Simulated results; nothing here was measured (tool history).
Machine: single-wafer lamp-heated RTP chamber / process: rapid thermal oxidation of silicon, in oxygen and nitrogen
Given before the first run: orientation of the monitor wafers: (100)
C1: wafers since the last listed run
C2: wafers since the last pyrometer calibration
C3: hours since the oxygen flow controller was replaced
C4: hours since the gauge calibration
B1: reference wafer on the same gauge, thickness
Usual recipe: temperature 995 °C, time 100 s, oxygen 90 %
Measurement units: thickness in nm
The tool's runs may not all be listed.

{"run": 1, "day": 0.0, "temperature": 995, "time": 100, "oxygen": 90, "C1": 0, "C2": 2609, "C3": 4090, "C4": 222.4, "B1": 7.159, "thickness": 6.072}
{"run": 2, "day": 4.296, "temperature": 995, "time": 139, "oxygen": 98, "C1": 1193, "C2": 3802, "C3": 4193.1, "C4": 325.5, "B1": 7.14, "thickness": 7.192}
{"day": 5.538, "done": "pyrometer window cleaned and pyrometer calibrated"}
{"run": 3, "day": 7.554, "temperature": 995, "time": 139, "oxygen": 98, "C1": 812, "C2": 560, "C3": 4271.3, "C4": 403.7, "B1": 7.121, "thickness": 7.124}
{"run": 4, "day": 11.496, "temperature": 995, "time": 100, "oxygen": 97, "C1": 1094, "C2": 1654, "C3": 4365.9, "C4": 498.3, "B1": 7.079, "thickness": 6.2}
{"run": 5, "day": 14.158, "temperature": 995, "time": 100, "oxygen": 97, "C1": 739, "C2": 2394, "C3": 4429.8, "C4": 562.2, "B1": 7.062, "thickness": 6.086}
{"run": 6, "day": 16.65, "temperature": 995, "time": 100, "oxygen": 90, "C1": 692, "C2": 3086, "C3": 4489.6, "C4": 622, "B1": 7.048, "thickness": 5.95}
{"run": 7, "day": 18.812, "temperature": 995, "time": 100, "oxygen": 90, "C1": 600, "C2": 3687, "C3": 4541.5, "C4": 673.9, "B1": 7.039, "thickness": 5.9}
{"day": 23.221, "done": "pyrometer window cleaned and pyrometer calibrated"}
{"run": 8, "day": 23.242, "temperature": 995, "time": 100, "oxygen": 90, "C1": 1137, "C2": 5, "C3": 4647.8, "C4": 780.2, "B1": 7.003, "thickness": 5.93}
{"run": 9, "day": 25.296, "temperature": 1018, "time": 100, "oxygen": 90, "C1": 570, "C2": 576, "C3": 4697.1, "C4": 829.5, "B1": 6.971, "thickness": 7.004}
{"run": 10, "day": 27.562, "temperature": 1018, "time": 100, "oxygen": 90, "C1": 629, "C2": 1206, "C3": 4751.5, "C4": 883.9, "B1": 6.968, "thickness": 6.9}
{"run": 11, "day": 29.608, "temperature": 1018, "time": 100, "oxygen": 90, "C1": 568, "C2": 1774, "C3": 4800.6, "C4": 933, "B1": 6.958, "thickness": 6.896}
{"run": 12, "day": 33.304, "temperature": 995, "time": 100, "oxygen": 90, "C1": 1026, "C2": 2800, "C3": 4889.3, "C4": 1021.7, "B1": 6.929, "thickness": 5.893}
{"day": 34.692, "done": "oxygen flow controller replaced"}
{"day": 37.571, "done": "pyrometer window cleaned and pyrometer calibrated"}
{"run": 13, "day": 37.725, "temperature": 1016, "time": 100, "oxygen": 79, "C1": 1042, "C2": 42, "C3": 72.8, "C4": 1127.8, "B1": 6.9, "thickness": 6.555}
{"run": 14, "day": 40.208, "temperature": 995, "time": 100, "oxygen": 90, "C1": 689, "C2": 732, "C3": 132.4, "C4": 1187.4, "B1": 6.885, "thickness": 5.796}
{"day": 42.204, "done": "gauge calibrated"}
{"run": 15, "day": 44.517, "temperature": 984, "time": 117, "oxygen": 98, "C1": 1196, "C2": 1929, "C3": 235.8, "C4": 55.5, "B1": 7.199, "thickness": 6.189}
{"run": 16, "day": 47.608, "temperature": 995, "time": 100, "oxygen": 90, "C1": 858, "C2": 2787, "C3": 310, "C4": 129.7, "B1": 7.192, "thickness": 6.108}
{"run": 17, "day": 50.288, "temperature": 967, "time": 136, "oxygen": 90, "C1": 744, "C2": 3532, "C3": 374.3, "C4": 194, "B1": 7.171, "thickness": 5.657}
{"day": 53.196, "done": "pyrometer window cleaned and pyrometer calibrated"}
{"run": 18, "day": 53.217, "temperature": 995, "time": 135, "oxygen": 90, "C1": 720, "C2": 5, "C3": 444.6, "C4": 264.3, "B1": 7.14, "thickness": 6.962}
{"run": 19, "day": 56.538, "temperature": 974, "time": 136, "oxygen": 98, "C1": 922, "C2": 927, "C3": 524.3, "C4": 344, "B1": 7.101, "thickness": 6.118}
{"run": 20, "day": 60.121, "temperature": 1014, "time": 100, "oxygen": 90, "C1": 995, "C2": 1923, "C3": 610.3, "C4": 430, "B1": 7.096, "thickness": 6.863}
{"run": 21, "day": 64.408, "temperature": 995, "time": 100, "oxygen": 90, "C1": 1190, "C2": 3114, "C3": 713.2, "C4": 532.9, "B1": 7.077, "thickness": 5.958}

Forecast run 22:
{"run": 22, "day": 66.533, "temperature": 995, "time": 100, "oxygen": 90, "C1": 590, "C2": 3704, "C3": 764.2, "C4": 583.9, "B1": "?", "thickness": "?"}

Run 22 gave B1 7.047, thickness 5.97 nm.
The same run, on a tool lacking any hidden state, would have yielded thickness 6.132 nm.
